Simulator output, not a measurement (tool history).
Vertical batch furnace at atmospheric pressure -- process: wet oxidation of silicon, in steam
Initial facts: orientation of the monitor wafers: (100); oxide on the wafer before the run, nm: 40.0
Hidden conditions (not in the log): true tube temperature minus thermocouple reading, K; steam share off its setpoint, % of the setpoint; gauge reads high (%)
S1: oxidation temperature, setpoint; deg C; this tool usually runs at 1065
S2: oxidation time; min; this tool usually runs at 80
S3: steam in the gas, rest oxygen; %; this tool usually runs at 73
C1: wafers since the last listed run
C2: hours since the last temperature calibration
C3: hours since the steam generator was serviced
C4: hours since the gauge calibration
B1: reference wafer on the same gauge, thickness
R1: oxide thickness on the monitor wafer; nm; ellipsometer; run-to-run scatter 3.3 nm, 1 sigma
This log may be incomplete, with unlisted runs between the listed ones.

Run 1, hour 0: usual settings; C1 0; C2 3602.6; C3 719.6; C4 1154.6; B1 567.54. Result: R1 625.98 nm.
Run 2, hour 49.7: usual settings; C1 444; C2 3652.3; C3 769.3; C4 1204.3; B1 566.53. Result: R1 625.05 nm.
At hour 83.7: gauge calibrated.
Run 3, hour 154.2: usual settings; C1 934; C2 3756.8; C3 873.8; C4 70.5; B1 567.03. Result: R1 621.48 nm.
Run 4, hour 248.3: usual settings; C1 841; C2 3850.9; C3 967.9; C4 164.6; B1 567.16. Result: R1 622.65 nm.
Run 5, hour 315.5: usual settings; C1 601; C2 3918.1; C3 1035.1; C4 231.8; B1 567.53. Result: R1 621.99 nm.
Run 6, hour 367.9: usual settings; C1 468; C2 3970.5; C3 1087.5; C4 284.2; B1 566.59. Result: R1 610.35 nm.
Run 7, hour 447.3: usual settings; C1 710; C2 4049.9; C3 1166.9; C4 363.6; B1 567.19. Result: R1 619.01 nm.
Run 8, hour 513: usual settings but S1 1073 deg C; C1 587; C2 4115.6; C3 1232.6; C4 429.3; B1 566.13. Result: R1 641.07 nm.
Run 9, hour 573.1: usual settings; C1 537; C2 4175.7; C3 1292.7; C4 489.4; B1 567.36. Result: R1 621.91 nm.
Run 10, hour 629.4: usual settings; C1 503; C2 4232; C3 1349; C4 545.7; B1 567.66. Result: R1 619.04 nm.
Run 11, hour 708.2: usual settings; C1 704; C2 4310.8; C3 1427.8; C4 624.5; B1 568.04. Result: R1 617.24 nm.
Run 12, hour 782.1: usual settings; C1 661; C2 4384.7; C3 1501.7; C4 698.4; B1 567.61. Result: R1 621.3 nm.
Run 13, hour 848.7: usual settings; C1 595; C2 4451.3; C3 1568.3; C4 765; B1 567.41. Result: R1 615.39 nm.
At hour 876.9: thermocouples replaced and temperature profile calibrated.
Run 14, hour 940.3: usual settings; C1 604; C2 63.4; C3 1659.9; C4 856.6; B1 566. Result: R1 612.45 nm.
Run 15, hour 1027.6: usual settings but S3 67 %; C1 780; C2 150.7; C3 1747.2; C4 943.9; B1 566.88. Result: R1 579.8 nm.
Run 16, hour 1082.7: usual settings but S1 1081 deg C, S2 112.5 min, S3 66 %; C1 492; C2 205.8; C3 1802.3; C4 999; B1 566.7. Result: R1 762.43 nm.
Run 17, hour 1133.6: usual settings; C1 455; C2 256.7; C3 1853.2; C4 1049.9; B1 565.95. Result: R1 610.46 nm.
Run 18, hour 1230.6: usual settings; C1 867; C2 353.7; C3 1950.2; C4 1146.9; B1 566.63. Result: R1 608.39 nm.
At hour 1284.6: gauge calibrated.
Run 19, hour 1295.2: usual settings but S3 65 %; C1 577; C2 418.3; C3 2014.8; C4 10.6; B1 566.92. Result: R1 570.39 nm.
Run 20, hour 1353.2: usual settings but S3 64 %; C1 518; C2 476.3; C3 2072.8; C4 68.6; B1 567.12. Result: R1 568.02 nm.
Run 21, hour 1459: usual settings but S1 1059 deg C, S3 68 %; C1 946; C2 582.1; C3 2178.6; C4 174.4; B1 567.54. Result: R1 569.74 nm.
At hour 1532.4: steam generator serviced.
Run 22, hour 1532.9: usual settings but S3 68 %; C1 446; C2 656; C3 0.5; C4 248.3; B1 567.17. Result: R1 616.55 nm.
Run 23, hour 1715.2: usual settings but S3 80 %; C1 1630; C2 838.3; C3 182.8; C4 430.6; B1 566.76. Result: R1 666.84 nm.
Run 24, hour 1776.5: usual settings but S1 1052 deg C, S2 49.5 min, S3 67 %; C1 548; C2 899.6; C3 244.1; C4 491.9; B1 566.71. Result: R1 427.14 nm.
Run 25, hour 1827.1: usual settings but S1 1054 deg C, S2 40.5 min; C1 452; C2 950.2; C3 294.7; C4 542.5; B1 566.84. Result: R1 399.62 nm.
Run 26, hour 1932.9: usual settings but S1 1053 deg C, S2 50 min; C1 946; C2 1056; C3 400.5; C4 648.3; B1 566.34. Result: R1 446.33 nm.

Each row is a separate what-if for the run after 26, all from the same tool condition, not one after another. Results?
Run A, hour 1937.5: usual settings but S2 50.5 min; C1 41; C2 1060.6; C3 405.1; C4 652.9; B1 ?. Result: R1 ?.
Run B, hour 1937.5: usual settings but S1 1043 deg C, S2 95.5 min, S3 78 %; C1 41; C2 1060.6; C3 405.1; C4 652.9; B1 ?. Result: R1 ?.
Run C, hour 1937.5: usual settings but S1 1073 deg C, S2 68.5 min, S3 79 %; C1 41; C2 1060.6; C3 405.1; C4 652.9; B1 ?. Result: R1 ?.

run      B1      R1
  A  566.43  480.21
  B  566.43  650.98
  C  566.43  622.62
Without the tool's unlogged condition, the same runs would have read:
run      R1
  A  493.55
  B  669.06
  C   639.4

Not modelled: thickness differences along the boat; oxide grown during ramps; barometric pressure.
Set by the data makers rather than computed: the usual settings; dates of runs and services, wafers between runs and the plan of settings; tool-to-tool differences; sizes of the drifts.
